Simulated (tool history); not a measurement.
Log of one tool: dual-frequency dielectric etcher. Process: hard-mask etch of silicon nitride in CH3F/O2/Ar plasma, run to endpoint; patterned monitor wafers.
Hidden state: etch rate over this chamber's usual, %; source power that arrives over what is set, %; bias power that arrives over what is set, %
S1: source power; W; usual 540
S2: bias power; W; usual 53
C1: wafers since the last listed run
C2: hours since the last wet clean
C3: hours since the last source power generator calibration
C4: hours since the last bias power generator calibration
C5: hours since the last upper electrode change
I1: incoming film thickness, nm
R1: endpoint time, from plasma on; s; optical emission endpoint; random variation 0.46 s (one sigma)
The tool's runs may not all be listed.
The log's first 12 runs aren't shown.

run 13 hour=293.9 | S1=510 S2=43 | C1=242 C2=200.4 C3=2303.8 C4=4170.7 C5=100.5 | I1=42.64 | R1=70.2
run 14 hour=323.8 | S1=410 S2=65 | C1=242 C2=230.3 C3=2333.7 C4=4200.6 C5=130.4 | I1=42.68 | R1=72.6
run 15 hour=350.9 | S1=540 S2=60 | C1=219 C2=257.4 C3=2360.8 C4=4227.7 C5=157.5 | I1=42.79 | R1=62.1
-- hour=370.6 bias power generator calibrated
run 16 hour=371.4 | S1=610 S2=53 | C1=133 C2=277.9 C3=2381.3 C4=0.8 C5=178.0 | I1=42.97 | R1=60.8
run 17 hour=395.4 | S1=400 S2=61 | C1=194 C2=301.9 C3=2405.3 C4=24.8 C5=202.0 | I1=42.48 | R1=74.3
run 18 hour=425.6 | S1=670 S2=63 | C1=244 C2=332.1 C3=2435.5 C4=55.0 C5=232.2 | I1=43.05 | R1=54.4
run 19 hour=458.8 | S1=670 S2=53 | C1=269 C2=365.3 C3=2468.7 C4=88.2 C5=265.4 | I1=43.08 | R1=57.2
-- hour=548.6 wet clean of the chamber
run 20 hour=549.1 | S1=680 S2=41 | C1=537 C2=0.5 C3=2559.0 C4=178.5 C5=355.7 | I1=43.22 | R1=61.5
run 21 hour=571.0 | S1=630 S2=56 | C1=177 C2=22.4 C3=2580.9 C4=200.4 C5=377.6 | I1=42.88 | R1=59.1
-- hour=579.6 source power generator calibrated
run 22 hour=586.4 | S1=490 S2=53 | C1=92 C2=37.8 C3=6.8 C4=215.8 C5=393.0 | I1=42.98 | R1=69.1
run 23 hour=602.1 | S1=540 S2=53 | C1=127 C2=53.5 C3=22.5 C4=231.5 C5=408.7 | I1=42.86 | R1=65.1
run 24 hour=636.2 | S1=600 S2=42 | C1=276 C2=87.6 C3=56.6 C4=265.6 C5=442.8 | I1=43.11 | R1=65.0
run 25 hour=659.0 | S1=540 S2=47 | C1=184 C2=110.4 C3=79.4 C4=288.4 C5=465.6 | I1=42.73 | R1=66.1
run 26 hour=680.6 | S1=610 S2=44 | C1=175 C2=132.0 C3=101.0 C4=310.0 C5=487.2 | I1=42.69 | R1=62.6
run 27 hour=696.5 | S1=540 S2=61 | C1=128 C2=147.9 C3=116.9 C4=325.9 C5=503.1 | I1=42.86 | R1=62.5
run 28 hour=721.1 | S1=650 S2=44 | C1=199 C2=172.5 C3=141.5 C4=350.5 C5=527.7 | I1=43.22 | R1=61.1
run 29 hour=747.2 | S1=420 S2=63 | C1=211 C2=198.6 C3=167.6 C4=376.6 C5=553.8 | I1=42.66 | R1=71.6
run 30 hour=781.3 | S1=400 S2=49 | C1=276 C2=232.7 C3=201.7 C4=410.7 C5=587.9 | I1=42.91 | R1=80.1
run 31 hour=798.3 | S1=540 S2=53 | C1=137 C2=249.7 C3=218.7 C4=427.7 C5=604.9 | I1=43.05 | R1=64.9
run 32 hour=820.9 | S1=540 S2=63 | C1=183 C2=272.3 C3=241.3 C4=450.3 C5=627.5 | I1=42.76 | R1=60.8
run 33 hour=837.4 | S1=420 S2=53 | C1=133 C2=288.8 C3=257.8 C4=466.8 C5=644.0 | I1=42.65 | R1=74.8
run 34 hour=850.9 | S1=640 S2=57 | C1=109 C2=302.3 C3=271.3 C4=480.3 C5=657.5 | I1=42.50 | R1=55.8

Forecast each of these 5 alternatives for the next run:
run A hour=851.3 | S1=540 S2=53 | C1=3 C2=302.7 C3=271.7 C4=480.7 C5=657.9 | I1=42.98 | R1=?
run B hour=851.3 | S1=540 S2=65 | C1=3 C2=302.7 C3=271.7 C4=480.7 C5=657.9 | I1=42.98 | R1=?
run C hour=851.3 | S1=440 S2=53 | C1=3 C2=302.7 C3=271.7 C4=480.7 C5=657.9 | I1=42.98 | R1=?
run D hour=851.3 | S1=630 S2=43 | C1=3 C2=302.7 C3=271.7 C4=480.7 C5=657.9 | I1=42.98 | R1=?
run E hour=851.3 | S1=580 S2=45 | C1=3 C2=302.7 C3=271.7 C4=480.7 C5=657.9 | I1=42.98 | R1=?

run=A R1=63.4
run=B R1=60.1
run=C R1=72.3
run=D R1=60.8
run=E R1=63.1
Without the tool's hidden state the same runs would have given:
run=A R1=66.0
run=B R1=62.6
run=C R1=75.2
run=D R1=63.3
run=E R1=65.7
